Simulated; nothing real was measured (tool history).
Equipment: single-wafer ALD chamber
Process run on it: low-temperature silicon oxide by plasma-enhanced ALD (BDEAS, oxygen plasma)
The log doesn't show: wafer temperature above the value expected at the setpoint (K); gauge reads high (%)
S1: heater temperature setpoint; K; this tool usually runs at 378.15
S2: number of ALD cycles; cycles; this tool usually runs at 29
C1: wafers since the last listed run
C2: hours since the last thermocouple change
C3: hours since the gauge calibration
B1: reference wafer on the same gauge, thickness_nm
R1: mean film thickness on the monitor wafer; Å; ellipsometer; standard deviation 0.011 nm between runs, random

Run 1, hour 0: usual settings; C1 0; C2 1223.3; C3 461.8; B1 4.941. Result: R1 43.33 Å.
Run 2, hour 41.5: usual settings but S2 32 cycles; C1 428; C2 1264.8; C3 503.3; B1 4.947. Result: R1 47.68 Å.
Run 3, hour 134.9: usual settings but S2 32 cycles; C1 965; C2 1358.2; C3 596.7; B1 4.939. Result: R1 47.75 Å.
Run 4, hour 224: usual settings but S2 32 cycles; C1 920; C2 1447.3; C3 685.8; B1 4.937. Result: R1 47.64 Å.
Run 5, hour 304.6: usual settings; C1 832; C2 1527.9; C3 766.4; B1 4.937. Result: R1 43.35 Å.
Run 6, hour 365.6: usual settings; C1 630; C2 1588.9; C3 827.4; B1 4.94. Result: R1 43.29 Å.
Run 7, hour 471.3: usual settings; C1 1092; C2 1694.6; C3 933.1; B1 4.94. Result: R1 43.11 Å.
Run 8, hour 569: usual settings; C1 1009; C2 1792.3; C3 1030.8; B1 4.937. Result: R1 43.11 Å.
At hour 582.3: thermocouple changed; heater temperature recalibrated.
Run 9, hour 628: usual settings; C1 526; C2 45.7; C3 1089.8; B1 4.942. Result: R1 43.23 Å.
Run 10, hour 701.8: usual settings but S1 369.15 K, S2 34 cycles; C1 762; C2 119.5; C3 1163.6; B1 4.949. Result: R1 52.03 Å.
Run 11, hour 778.6: usual settings but S1 363.15 K; C1 793; C2 196.3; C3 1240.4; B1 4.935. Result: R1 45.6 Å.
Run 12, hour 872.9: usual settings but S1 370.15 K, S2 33 cycles; C1 974; C2 290.6; C3 1334.7; B1 4.942. Result: R1 50.31 Å.
At hour 906.9: gauge calibrated.
Run 13, hour 916.6: usual settings but S1 392.15 K, S2 33 cycles; C1 451; C2 334.3; C3 9.7; B1 4.943. Result: R1 47.91 Å.
Run 14, hour 975.8: usual settings but S1 384.15 K, S2 24 cycles; C1 611; C2 393.5; C3 68.9; B1 4.942. Result: R1 35.34 Å.
Run 15, hour 1044.1: usual settings but S1 367.15 K, S2 23 cycles; C1 705; C2 461.8; C3 137.2; B1 4.94. Result: R1 35.52 Å.
Run 16, hour 1128.8: usual settings but S1 369.15 K, S2 34 cycles; C1 875; C2 546.5; C3 221.9; B1 4.942. Result: R1 52 Å.
Run 17, hour 1190: usual settings; C1 632; C2 607.7; C3 283.1; B1 4.94. Result: R1 43.16 Å.

Predict each of these 4 candidate next runs independently; none follows another, all start after run 17:
Run A, hour 1190.4: usual settings but S1 391.15 K; C1 4; C2 608.1; C3 283.5; B1 ?. Result: R1 ?.
Run B, hour 1190.4: usual settings but S1 387.15 K, S2 32 cycles; C1 4; C2 608.1; C3 283.5; B1 ?. Result: R1 ?.
Run C, hour 1190.4: usual settings but S1 391.15 K, S2 25 cycles; C1 4; C2 608.1; C3 283.5; B1 ?. Result: R1 ?.
Run D, hour 1190.4: usual settings but S1 369.15 K; C1 4; C2 608.1; C3 283.5; B1 ?. Result: R1 ?.

run     B1     R1
  A  4.945  41.91
  B  4.945  46.64
  C  4.945  36.13
  D  4.945  44.29
Had the tool no hidden state, the same runs would have come out as:
run     R1
  A  41.91
  B  46.64
  C  36.13
  D  44.29
